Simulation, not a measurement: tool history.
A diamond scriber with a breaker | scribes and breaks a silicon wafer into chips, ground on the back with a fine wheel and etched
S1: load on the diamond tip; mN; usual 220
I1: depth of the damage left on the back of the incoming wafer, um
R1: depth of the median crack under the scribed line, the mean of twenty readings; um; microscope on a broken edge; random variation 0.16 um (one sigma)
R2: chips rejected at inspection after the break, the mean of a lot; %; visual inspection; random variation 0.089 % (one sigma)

{"run": 1, "day": 0.0, "S1": 238, "I1": 0.71, "R1": 13.97, "R2": 1.33}
{"run": 2, "day": 1.596, "S1": 238, "I1": 0.34, "R1": 13.67, "R2": 1.45}
{"run": 3, "day": 3.583, "S1": 238, "I1": 0.62, "R1": 13.91, "R2": 1.69}
{"run": 4, "day": 5.258, "S1": 257, "I1": 0.71, "R1": 14.04, "R2": 1.49}
{"day": 5.362, "done": "diamond tip replaced by a new one"}
{"run": 5, "day": 9.254, "S1": 257, "I1": 0.62, "R1": 15.33, "R2": 1.83}
{"run": 6, "day": 18.546, "S1": 260, "I1": 0.47, "R1": 14.95, "R2": 1.42}
{"run": 7, "day": 22.208, "S1": 260, "I1": 0.57, "R1": 14.77, "R2": 1.45}
{"run": 8, "day": 26.479, "S1": 169, "I1": 0.58, "R1": 12.03, "R2": 5.54}
{"run": 9, "day": 28.233, "S1": 277, "I1": 0.48, "R1": 14.35, "R2": 1.15}
{"run": 10, "day": 29.979, "S1": 260, "I1": 0.37, "R1": 13.77, "R2": 1.56}
{"day": 30.888, "done": "diamond tip replaced by a new one"}
{"day": 31.962, "done": "load on the tip recalibrated"}
{"run": 11, "day": 33.442, "S1": 220, "I1": 0.33, "R1": 14.33, "R2": 1.3}
{"run": 12, "day": 39.792, "S1": 198, "I1": 0.33, "R1": 13.67, "R2": 1.95}
{"run": 13, "day": 43.967, "S1": 195, "I1": 0.65, "R1": 12.93, "R2": 2.03}
{"day": 52.996, "done": "diamond tip replaced by a new one"}
{"run": 14, "day": 53.696, "S1": 269, "I1": 0.61, "R1": 16.02, "R2": 2.19}
{"run": 15, "day": 57.392, "S1": 250, "I1": 0.67, "R1": 15.19, "R2": 1.51}
{"run": 16, "day": 61.771, "S1": 167, "I1": 0.44, "R1": 12.46, "R2": 3.27}

Forecast each of these 4 alternatives for the next run:
{"run": "A", "day": 61.8, "S1": 220, "I1": 0.37, "R1": "?", "R2": "?"}
{"run": "B", "day": 61.8, "S1": 192, "I1": 0.37, "R1": "?", "R2": "?"}
{"run": "C", "day": 61.8, "S1": 185, "I1": 0.37, "R1": "?", "R2": "?"}
{"run": "D", "day": 61.8, "S1": 262, "I1": 0.37, "R1": "?", "R2": "?"}

run=A R1=14.17 R2=1.42
run=B R1=13.35 R2=2.06
run=C R1=13.14 R2=2.37
run=D R1=15.35 R2=1.86
Without the tool's hidden state the same runs would have given:
run=A R1=14.41 R2=1.38
run=B R1=13.58 R2=1.8
run=C R1=13.36 R2=2.05
run=D R1=15.61 R2=2.14
